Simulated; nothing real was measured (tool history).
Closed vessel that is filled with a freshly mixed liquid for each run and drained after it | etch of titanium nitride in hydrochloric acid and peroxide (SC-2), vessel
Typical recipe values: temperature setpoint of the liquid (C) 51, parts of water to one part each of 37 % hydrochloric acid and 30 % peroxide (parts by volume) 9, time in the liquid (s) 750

| run | day | temperature setpoint of the liquid (C) | parts of water to one part each of 37 % hydrochloric acid and 30 % peroxide (parts by volume) | time in the liquid (s) | read-back film thickness of the titanium nitride reference wafer, read on the same gauge (nm) | thickness taken off the titanium nitride on a monitor wafer (Å) |
|---|---|---|---|---|---|---|
| 1 | 0 | 51 | 9 | 750 | 134.76 | 338.7 |
| 2 | 4.471 | 51 | 9 | 750 | 134.24 | 336.8 |
| 3 | 6.633 | 57.5 | 7 | 750 | 133.91 | 635.6 |
|  | 6.746 | gauge calibrated |
| 4 | 9.892 | 51 | 9 | 1085 | 139.53 | 508.1 |
| 5 | 11.625 | 57 | 9 | 620 | 139.51 | 430.1 |
| 6 | 14.971 | 57 | 9 | 620 | 139.47 | 428.7 |
| 7 | 17.308 | 57 | 9 | 620 | 139.43 | 429.6 |
|  | 18.883 | chemicals flow meter replaced |
| 8 | 18.954 | 47 | 9 | 750 | 139.43 | 269.1 |
| 9 | 21.588 | 47 | 9 | 750 | 139.33 | 271.1 |
|  | 24.15 | thermometer replaced |
| 10 | 24.596 | 54.5 | 7.5 | 750 | 139.27 | 510.2 |
| 11 | 28.1 | 51 | 9 | 600 | 139.13 | 280.5 |
| 12 | 30.188 | 51 | 9 | 750 | 139.1 | 352.3 |
| 13 | 32.008 | 51 | 9 | 750 | 138.95 | 350.1 |
| 14 | 35.267 | 60 | 5.5 | 750 | 138.77 | 914.4 |
|  | 35.692 | new drum of peroxide connected |
| 15 | 39.65 | 58.5 | 9 | 975 | 138.57 | 736.9 |
| 16 | 43.521 | 56.5 | 11.5 | 750 | 138.34 | 403.4 |
| 17 | 45.212 | 51 | 9 | 750 | 138.22 | 346 |
| 18 | 47.592 | 51 | 9 | 750 | 138.07 | 348.6 |
| 19 | 51.938 | 51 | 9 | 750 | 137.73 | 347.2 |
| 20 | 54.629 | 51 | 9 | 750 | 137.52 | 344.9 |
| 21 | 56.192 | 51 | 9 | 1025 | 137.35 | 472.7 |
| 22 | 60.5 | 41 | 7.5 | 1005 | 136.98 | 268.5 |
| 23 | 62.533 | 43.5 | 10 | 350 | 136.76 | 89 |
| 24 | 65.883 | 51 | 9 | 750 | 136.49 | 345.6 |
| 25 | 68.325 | 51 | 12 | 750 | 136.19 | 269.8 |
| 26 | 72.146 | 48 | 10.5 | 865 | 135.76 | 282.8 |
| 27 | 74.733 | 56 | 9 | 465 | 135.48 | 296.6 |
| 28 | 78.05 | 51 | 9 | 750 | 135.02 | 338.3 |
| 29 | 80.162 | 55 | 9 | 750 | 134.77 | 440.4 |

Predict each of these 4 candidate next runs independently; none follows another, all start after run 29:
| A | 80.2 | 51 | 10.5 | 750 | ? | ? |
| B | 80.2 | 59 | 10.5 | 570 | ? | ? |
| C | 80.2 | 56.5 | 9 | 1050 | ? | ? |
| D | 80.2 | 58.5 | 7 | 315 | ? | ? |

| run | read-back film thickness of the titanium nitride reference wafer, read on the same gauge (nm) | thickness taken off the titanium nitride on a monitor wafer (Å) |
|---|---|---|
| A | 134.77 | 298.3 |
| B | 134.77 | 380.3 |
| C | 134.77 | 679 |
| D | 134.77 | 282.8 |
What these runs would have given with no unlogged condition in the tool:
| run | thickness taken off the titanium nitride on a monitor wafer (Å) |
|---|---|
| A | 309.8 |
| B | 395 |
| C | 705.4 |
| D | 293.8 |
